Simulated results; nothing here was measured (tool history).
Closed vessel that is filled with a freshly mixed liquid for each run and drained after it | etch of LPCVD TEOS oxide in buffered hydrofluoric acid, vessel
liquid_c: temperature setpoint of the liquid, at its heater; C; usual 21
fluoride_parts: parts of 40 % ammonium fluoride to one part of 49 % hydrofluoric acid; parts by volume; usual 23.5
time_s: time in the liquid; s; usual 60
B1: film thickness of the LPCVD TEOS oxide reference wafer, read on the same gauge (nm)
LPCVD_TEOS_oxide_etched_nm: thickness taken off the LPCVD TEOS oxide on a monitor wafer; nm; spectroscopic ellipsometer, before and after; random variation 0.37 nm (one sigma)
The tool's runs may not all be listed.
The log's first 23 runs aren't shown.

run 24 hour=1780.9 | liquid_c=25 fluoride_parts=23.5 time_s=60 | B1=142.8 | LPCVD_TEOS_oxide_etched_nm=117.05
-- hour=1791.5 gauge calibrated
run 25 hour=1868.8 | liquid_c=17.5 fluoride_parts=26.5 time_s=60 | B1=139.71 | LPCVD_TEOS_oxide_etched_nm=68.81
run 26 hour=1970.7 | liquid_c=21 fluoride_parts=23.5 time_s=60 | B1=139.72 | LPCVD_TEOS_oxide_etched_nm=91.2
run 27 hour=2014.7 | liquid_c=25 fluoride_parts=15 time_s=60 | B1=139.73 | LPCVD_TEOS_oxide_etched_nm=169.14
run 28 hour=2080.9 | liquid_c=17.5 fluoride_parts=17 time_s=50 | B1=139.74 | LPCVD_TEOS_oxide_etched_nm=82.36
run 29 hour=2166.8 | liquid_c=21 fluoride_parts=23.5 time_s=60 | B1=139.81 | LPCVD_TEOS_oxide_etched_nm=91.79
run 30 hour=2206.1 | liquid_c=19.5 fluoride_parts=23.5 time_s=95 | B1=139.82 | LPCVD_TEOS_oxide_etched_nm=132.58
run 31 hour=2305.2 | liquid_c=18.5 fluoride_parts=27.5 time_s=45 | B1=139.89 | LPCVD_TEOS_oxide_etched_nm=53.39
run 32 hour=2398.1 | liquid_c=21 fluoride_parts=15 time_s=60 | B1=139.97 | LPCVD_TEOS_oxide_etched_nm=136.48

Forecast each of these 5 alternatives for the next run:
run A hour=2398.8 | liquid_c=21 fluoride_parts=23.5 time_s=60 | B1=? | LPCVD_TEOS_oxide_etched_nm=?
run B hour=2398.8 | liquid_c=21 fluoride_parts=30 time_s=75 | B1=? | LPCVD_TEOS_oxide_etched_nm=?
run C hour=2398.8 | liquid_c=21 fluoride_parts=19 time_s=30 | B1=? | LPCVD_TEOS_oxide_etched_nm=?
run D hour=2398.8 | liquid_c=21 fluoride_parts=19 time_s=50 | B1=? | LPCVD_TEOS_oxide_etched_nm=?
run E hour=2398.8 | liquid_c=18.5 fluoride_parts=23.5 time_s=35 | B1=? | LPCVD_TEOS_oxide_etched_nm=?

run=A B1=140.01 LPCVD_TEOS_oxide_etched_nm=91.46
run=B B1=140.01 LPCVD_TEOS_oxide_etched_nm=96.58
run=C B1=140.01 LPCVD_TEOS_oxide_etched_nm=53.76
run=D B1=140.01 LPCVD_TEOS_oxide_etched_nm=89.61
run=E B1=140.01 LPCVD_TEOS_oxide_etched_nm=46.34
Without the tool's hidden state the same runs would have given:
run=A LPCVD_TEOS_oxide_etched_nm=91.46
run=B LPCVD_TEOS_oxide_etched_nm=96.58
run=C LPCVD_TEOS_oxide_etched_nm=53.77
run=D LPCVD_TEOS_oxide_etched_nm=89.61
run=E LPCVD_TEOS_oxide_etched_nm=46.35
